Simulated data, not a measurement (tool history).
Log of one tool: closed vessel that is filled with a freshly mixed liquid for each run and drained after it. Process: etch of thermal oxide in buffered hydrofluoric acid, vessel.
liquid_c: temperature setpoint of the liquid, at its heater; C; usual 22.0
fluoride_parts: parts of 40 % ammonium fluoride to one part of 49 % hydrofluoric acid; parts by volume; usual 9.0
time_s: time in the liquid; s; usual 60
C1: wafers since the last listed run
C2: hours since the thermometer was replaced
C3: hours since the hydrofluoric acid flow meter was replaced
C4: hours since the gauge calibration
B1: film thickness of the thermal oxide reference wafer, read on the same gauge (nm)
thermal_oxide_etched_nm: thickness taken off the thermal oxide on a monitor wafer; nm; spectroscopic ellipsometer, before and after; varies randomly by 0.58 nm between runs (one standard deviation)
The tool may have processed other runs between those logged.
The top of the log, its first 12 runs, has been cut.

Run 13, hour 290.0: usual settings but liquid_c 26.0 C, fluoride_parts 8.0 parts by volume; C1 1425; C2 177.9; C3 193.4; C4 299.4; B1 80.03. Result: thermal_oxide_etched_nm 89.95 nm.
Run 14, hour 303.5: usual settings but time_s 75 s; C1 1336; C2 191.4; C3 206.9; C4 312.9; B1 79.93. Result: thermal_oxide_etched_nm 78.85 nm.
Run 15, hour 337.5: usual settings but liquid_c 19.5 C, fluoride_parts 6.0 parts by volume, time_s 35 s; C1 3366; C2 225.4; C3 240.9; C4 346.9; B1 79.97. Result: thermal_oxide_etched_nm 48.68 nm.
Run 16, hour 369.7: usual settings; C1 3188; C2 257.6; C3 273.1; C4 379.1; B1 80.02. Result: thermal_oxide_etched_nm 64.33 nm.
Run 17, hour 403.7: usual settings but liquid_c 26.0 C, fluoride_parts 6.0 parts by volume, time_s 70 s; C1 3366; C2 291.6; C3 307.1; C4 413.1; B1 80.00. Result: thermal_oxide_etched_nm 142.28 nm.
Run 18, hour 415.7: usual settings but fluoride_parts 7.5 parts by volume, time_s 45 s; C1 1188; C2 303.6; C3 319.1; C4 425.1; B1 79.97. Result: thermal_oxide_etched_nm 58.60 nm.
Run 19, hour 436.0: usual settings but liquid_c 25.5 C; C1 2009; C2 323.9; C3 339.4; C4 445.4; B1 79.95. Result: thermal_oxide_etched_nm 78.94 nm.
Run 20, hour 469.7: usual settings but liquid_c 24.0 C, fluoride_parts 10.5 parts by volume; C1 3336; C2 357.6; C3 373.1; C4 479.1; B1 79.97. Result: thermal_oxide_etched_nm 64.21 nm.
At hour 495.9: hydrofluoric acid flow meter replaced.
Run 21, hour 504.5: usual settings; C1 3346; C2 392.4; C3 8.6; C4 513.9; B1 79.98. Result: thermal_oxide_etched_nm 62.24 nm.
Run 22, hour 534.7: usual settings but liquid_c 27.0 C; C1 2990; C2 422.6; C3 38.8; C4 544.1; B1 80.03. Result: thermal_oxide_etched_nm 80.96 nm.
Run 23, hour 556.0: usual settings; C1 2108; C2 443.9; C3 60.1; C4 565.4; B1 80.02. Result: thermal_oxide_etched_nm 61.81 nm.
Run 24, hour 578.1: usual settings but liquid_c 20.0 C, time_s 30 s; C1 2188; C2 466.0; C3 82.2; C4 587.5; B1 80.05. Result: thermal_oxide_etched_nm 28.10 nm.
Run 25, hour 609.6: usual settings but liquid_c 19.5 C, fluoride_parts 12.0 parts by volume, time_s 80 s; C1 3118; C2 497.5; C3 113.7; C4 619.0; B1 80.02. Result: thermal_oxide_etched_nm 56.80 nm.
Run 26, hour 634.1: usual settings but liquid_c 26.0 C, fluoride_parts 11.0 parts by volume; C1 2425; C2 522.0; C3 138.2; C4 643.5; B1 80.00. Result: thermal_oxide_etched_nm 66.98 nm.
Run 27, hour 650.3: usual settings but liquid_c 17.5 C, time_s 75 s; C1 1603; C2 538.2; C3 154.4; C4 659.7; B1 80.02. Result: thermal_oxide_etched_nm 61.33 nm.
Run 28, hour 663.8: usual settings but fluoride_parts 11.0 parts by volume, time_s 75 s; C1 1336; C2 551.7; C3 167.9; C4 673.2; B1 79.98. Result: thermal_oxide_etched_nm 67.05 nm.
Run 29, hour 692.0: usual settings but liquid_c 19.0 C, fluoride_parts 12.0 parts by volume, time_s 40 s; C1 2792; C2 579.9; C3 196.1; C4 701.4; B1 80.02. Result: thermal_oxide_etched_nm 27.99 nm.
Run 30, hour 718.6: usual settings; C1 2633; C2 606.5; C3 222.7; C4 728.0; B1 79.98. Result: thermal_oxide_etched_nm 63.85 nm.
Run 31, hour 753.7: usual settings; C1 3475; C2 641.6; C3 257.8; C4 763.1; B1 80.05. Result: thermal_oxide_etched_nm 63.53 nm.
Run 32, hour 780.4: usual settings but liquid_c 19.5 C, fluoride_parts 12.0 parts by volume, time_s 80 s; C1 2643; C2 668.3; C3 284.5; C4 789.8; B1 79.97. Result: thermal_oxide_etched_nm 57.76 nm.

Below are 5 alternative next runs, each starting from the tool's condition after run 32. Predict each:
Run A, hour 781.1: usual settings; C1 69; C2 669.0; C3 285.2; C4 790.5; B1 ?. Result: thermal_oxide_etched_nm ?.
Run B, hour 781.1: usual settings but liquid_c 18.5 C; C1 69; C2 669.0; C3 285.2; C4 790.5; B1 ?. Result: thermal_oxide_etched_nm ?.
Run C, hour 781.1: usual settings but fluoride_parts 10.0 parts by volume; C1 69; C2 669.0; C3 285.2; C4 790.5; B1 ?. Result: thermal_oxide_etched_nm ?.
Run D, hour 781.1: usual settings but liquid_c 20.5 C, time_s 75 s; C1 69; C2 669.0; C3 285.2; C4 790.5; B1 ?. Result: thermal_oxide_etched_nm ?.
Run E, hour 781.1: usual settings but liquid_c 18.5 C, fluoride_parts 6.0 parts by volume, time_s 90 s; C1 69; C2 669.0; C3 285.2; C4 790.5; B1 ?. Result: thermal_oxide_etched_nm ?.

run     B1  thermal_oxide_etched_nm
  A  80.01                    65.08
  B  80.01                    53.52
  C  80.01                    59.81
  D  80.01                    74.85
  E  80.01                   119.36
Take away the tool's hidden state, keep each run's random variation, and the runs would have read:
run  thermal_oxide_etched_nm
  A                    62.35
  B                    51.27
  C                    58.35
  D                    71.71
  E                   115.43
